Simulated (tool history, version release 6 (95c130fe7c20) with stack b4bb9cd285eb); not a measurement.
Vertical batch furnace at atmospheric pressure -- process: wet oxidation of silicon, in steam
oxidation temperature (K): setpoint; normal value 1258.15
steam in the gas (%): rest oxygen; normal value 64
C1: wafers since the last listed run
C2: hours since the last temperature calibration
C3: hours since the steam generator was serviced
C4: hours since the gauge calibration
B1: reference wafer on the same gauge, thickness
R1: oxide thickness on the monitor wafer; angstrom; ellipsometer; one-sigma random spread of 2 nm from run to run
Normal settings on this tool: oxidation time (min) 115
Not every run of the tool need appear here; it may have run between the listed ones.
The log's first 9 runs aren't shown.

{"run": 10, "hour": 235.4, "oxidation temperature (K)": 1258.15, "oxidation time (min)": 115, "steam in the gas (%)": 64, "C1": 227, "C2": 2408, "C3": 3880.7, "C4": 554.2, "B1": 414.97, "R1": 4783.9}
{"run": 11, "hour": 270.9, "oxidation temperature (K)": 1258.15, "oxidation time (min)": 115, "steam in the gas (%)": 64, "C1": 247, "C2": 2443.5, "C3": 3916.2, "C4": 589.7, "B1": 415.75, "R1": 4770.9}
{"hour": 272.4, "done": "gauge calibrated"}
{"run": 12, "hour": 303.1, "oxidation temperature (K)": 1276.15, "oxidation time (min)": 115, "steam in the gas (%)": 64, "C1": 224, "C2": 2475.7, "C3": 3948.4, "C4": 30.7, "B1": 407.44, "R1": 5314}
{"run": 13, "hour": 319.3, "oxidation temperature (K)": 1258.15, "oxidation time (min)": 115, "steam in the gas (%)": 71, "C1": 112, "C2": 2491.9, "C3": 3964.6, "C4": 46.9, "B1": 407.2, "R1": 5023.9}
{"run": 14, "hour": 336.5, "oxidation temperature (K)": 1258.15, "oxidation time (min)": 115, "steam in the gas (%)": 71, "C1": 119, "C2": 2509.1, "C3": 3981.8, "C4": 64.1, "B1": 408.58, "R1": 5062.3}
{"hour": 377.8, "done": "thermocouples replaced and temperature profile calibrated"}
{"run": 15, "hour": 378.3, "oxidation temperature (K)": 1258.15, "oxidation time (min)": 115, "steam in the gas (%)": 71, "C1": 123, "C2": 0.5, "C3": 4023.6, "C4": 105.9, "B1": 408.99, "R1": 5020.9}
{"run": 16, "hour": 384.7, "oxidation temperature (K)": 1238.15, "oxidation time (min)": 65.5, "steam in the gas (%)": 69, "C1": 44, "C2": 6.9, "C3": 4030, "C4": 112.3, "B1": 408.8, "R1": 2800.8}
{"run": 17, "hour": 395.2, "oxidation temperature (K)": 1266.15, "oxidation time (min)": 79, "steam in the gas (%)": 57, "C1": 73, "C2": 17.4, "C3": 4040.5, "C4": 122.8, "B1": 409.32, "R1": 3544.8}
{"run": 18, "hour": 419.5, "oxidation temperature (K)": 1246.15, "oxidation time (min)": 74.5, "steam in the gas (%)": 64, "C1": 169, "C2": 41.7, "C3": 4064.8, "C4": 147.1, "B1": 409.87, "R1": 3140.5}
{"hour": 460.9, "done": "steam generator serviced"}
{"run": 19, "hour": 461.4, "oxidation temperature (K)": 1243.15, "oxidation time (min)": 163, "steam in the gas (%)": 73, "C1": 124, "C2": 83.6, "C3": 0.5, "C4": 189, "B1": 410.74, "R1": 5873.3}
{"run": 20, "hour": 476.6, "oxidation temperature (K)": 1269.15, "oxidation time (min)": 115, "steam in the gas (%)": 73, "C1": 105, "C2": 98.8, "C3": 15.7, "C4": 204.2, "B1": 411.47, "R1": 5559.7}
{"run": 21, "hour": 501.4, "oxidation temperature (K)": 1258.15, "oxidation time (min)": 132.5, "steam in the gas (%)": 60, "C1": 172, "C2": 123.6, "C3": 40.5, "C4": 229, "B1": 410.41, "R1": 4984.3}
{"run": 22, "hour": 529.8, "oxidation temperature (K)": 1242.15, "oxidation time (min)": 115, "steam in the gas (%)": 64, "C1": 197, "C2": 152, "C3": 68.9, "C4": 257.4, "B1": 411.12, "R1": 4165.8}
{"run": 23, "hour": 543.1, "oxidation temperature (K)": 1258.15, "oxidation time (min)": 115, "steam in the gas (%)": 64, "C1": 92, "C2": 165.3, "C3": 82.2, "C4": 270.7, "B1": 412.72, "R1": 4742.7}
{"run": 24, "hour": 571.0, "oxidation temperature (K)": 1258.15, "oxidation time (min)": 115, "steam in the gas (%)": 64, "C1": 194, "C2": 193.2, "C3": 110.1, "C4": 298.6, "B1": 411.98, "R1": 4730.1}
{"run": 25, "hour": 601.9, "oxidation temperature (K)": 1272.15, "oxidation time (min)": 115, "steam in the gas (%)": 68, "C1": 215, "C2": 224.1, "C3": 141, "C4": 329.5, "B1": 413.7, "R1": 5472.9}
{"run": 26, "hour": 617.0, "oxidation temperature (K)": 1258.15, "oxidation time (min)": 136.5, "steam in the gas (%)": 76, "C1": 105, "C2": 239.2, "C3": 156.1, "C4": 344.6, "B1": 412.38, "R1": 5967.7}
{"run": 27, "hour": 650.8, "oxidation temperature (K)": 1242.15, "oxidation time (min)": 115, "steam in the gas (%)": 53, "C1": 235, "C2": 273, "C3": 189.9, "C4": 378.4, "B1": 412.9, "R1": 3656.8}
{"run": 28, "hour": 667.9, "oxidation temperature (K)": 1251.15, "oxidation time (min)": 98.5, "steam in the gas (%)": 72, "C1": 118, "C2": 290.1, "C3": 207, "C4": 395.5, "B1": 414.09, "R1": 4396.3}
{"run": 29, "hour": 680.6, "oxidation temperature (K)": 1258.15, "oxidation time (min)": 115, "steam in the gas (%)": 64, "C1": 88, "C2": 302.8, "C3": 219.7, "C4": 408.2, "B1": 413.9, "R1": 4758.7}

Run 30, settings as shown, results not yet in. Your forecast:
{"run": 30, "hour": 703.3, "oxidation temperature (K)": 1258.15, "oxidation time (min)": 115, "steam in the gas (%)": 71, "C1": 157, "C2": 325.5, "C3": 242.4, "C4": 430.9, "B1": "?", "R1": "?"}

{"run 30": {"B1": 413.72, "R1": 5087.6}}
Take away the tool's hidden state, keep the run-to-run variation as it was, and the same run would have given R1 4998.6 angstrom.
